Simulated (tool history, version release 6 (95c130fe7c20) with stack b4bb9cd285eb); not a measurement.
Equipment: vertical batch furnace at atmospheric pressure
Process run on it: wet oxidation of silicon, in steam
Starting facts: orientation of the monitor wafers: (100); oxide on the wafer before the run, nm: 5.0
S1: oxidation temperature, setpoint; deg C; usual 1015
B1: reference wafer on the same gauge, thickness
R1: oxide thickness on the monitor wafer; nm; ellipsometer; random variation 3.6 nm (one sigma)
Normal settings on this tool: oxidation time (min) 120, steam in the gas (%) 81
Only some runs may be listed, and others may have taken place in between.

{"run": 1, "hour": 0.0, "S1": 996, "oxidation time (min)": 120, "steam in the gas (%)": 81, "B1": 699.51, "R1": 538.22}
{"run": 2, "hour": 79.7, "S1": 1015, "oxidation time (min)": 120, "steam in the gas (%)": 81, "B1": 698.26, "R1": 602.85}
{"run": 3, "hour": 117.6, "S1": 1015, "oxidation time (min)": 120, "steam in the gas (%)": 81, "B1": 697.7, "R1": 602.92}
{"run": 4, "hour": 186.1, "S1": 1015, "oxidation time (min)": 120, "steam in the gas (%)": 81, "B1": 697.75, "R1": 594.41}
{"run": 5, "hour": 241.9, "S1": 1015, "oxidation time (min)": 120, "steam in the gas (%)": 81, "B1": 698.56, "R1": 605.92}
{"run": 6, "hour": 330.8, "S1": 1015, "oxidation time (min)": 120, "steam in the gas (%)": 81, "B1": 698.57, "R1": 593.42}
{"run": 7, "hour": 373.8, "S1": 1015, "oxidation time (min)": 120, "steam in the gas (%)": 81, "B1": 697.22, "R1": 604.49}
{"run": 8, "hour": 420.8, "S1": 1015, "oxidation time (min)": 120, "steam in the gas (%)": 81, "B1": 697.78, "R1": 604.25}
{"run": 9, "hour": 505.6, "S1": 1015, "oxidation time (min)": 120, "steam in the gas (%)": 81, "B1": 698.01, "R1": 603.78}
{"run": 10, "hour": 548.4, "S1": 1015, "oxidation time (min)": 120, "steam in the gas (%)": 81, "B1": 697.68, "R1": 596.53}
{"run": 11, "hour": 606.5, "S1": 1015, "oxidation time (min)": 120, "steam in the gas (%)": 81, "B1": 698.53, "R1": 598.14}
{"run": 12, "hour": 710.6, "S1": 1015, "oxidation time (min)": 120, "steam in the gas (%)": 81, "B1": 697.5, "R1": 595.58}
{"hour": 774.1, "done": "thermocouples replaced and temperature profile calibrated"}
{"run": 13, "hour": 774.6, "S1": 1025, "oxidation time (min)": 172, "steam in the gas (%)": 92, "B1": 695.7, "R1": 853.74}
{"run": 14, "hour": 796.6, "S1": 1032, "oxidation time (min)": 120, "steam in the gas (%)": 81, "B1": 696.91, "R1": 657.83}
{"hour": 909.4, "done": "steam generator serviced"}
{"run": 15, "hour": 909.9, "S1": 1015, "oxidation time (min)": 77, "steam in the gas (%)": 81, "B1": 698.79, "R1": 472.46}
{"hour": 911.6, "done": "gauge calibrated"}
{"run": 16, "hour": 941.8, "S1": 1015, "oxidation time (min)": 75.5, "steam in the gas (%)": 71, "B1": 698.06, "R1": 424.34}
{"run": 17, "hour": 991.0, "S1": 1015, "oxidation time (min)": 120, "steam in the gas (%)": 70, "B1": 699.67, "R1": 565.85}
{"run": 18, "hour": 1039.4, "S1": 1004, "oxidation time (min)": 173.5, "steam in the gas (%)": 76, "B1": 697.08, "R1": 703.76}
{"run": 19, "hour": 1075.8, "S1": 1001, "oxidation time (min)": 79.5, "steam in the gas (%)": 72, "B1": 699.64, "R1": 398.71}
{"run": 20, "hour": 1144.6, "S1": 1015, "oxidation time (min)": 143.5, "steam in the gas (%)": 91, "B1": 698.03, "R1": 732.35}
{"run": 21, "hour": 1224.7, "S1": 1015, "oxidation time (min)": 120, "steam in the gas (%)": 81, "B1": 699.15, "R1": 609.34}
{"run": 22, "hour": 1320.8, "S1": 1015, "oxidation time (min)": 120, "steam in the gas (%)": 81, "B1": 698.91, "R1": 608.03}

What if the next run were any one of these 3? Each begins from the tool's condition after run 22:
{"run": "A", "hour": 1327.0, "S1": 1015, "oxidation time (min)": 120, "steam in the gas (%)": 81, "B1": "?", "R1": "?"}
{"run": "B", "hour": 1327.0, "S1": 1015, "oxidation time (min)": 68.5, "steam in the gas (%)": 70, "B1": "?", "R1": "?"}
{"run": "C", "hour": 1327.0, "S1": 1035, "oxidation time (min)": 173, "steam in the gas (%)": 84, "B1": "?", "R1": "?"}

run=A B1=697.74 R1=609.28
run=B B1=697.74 R1=386.03
run=C B1=697.74 R1=860.45
Take away the tool's hidden state, keep each run's random variation, and the runs would have read:
run=A R1=632.05
run=B R1=401.51
run=C R1=890.4
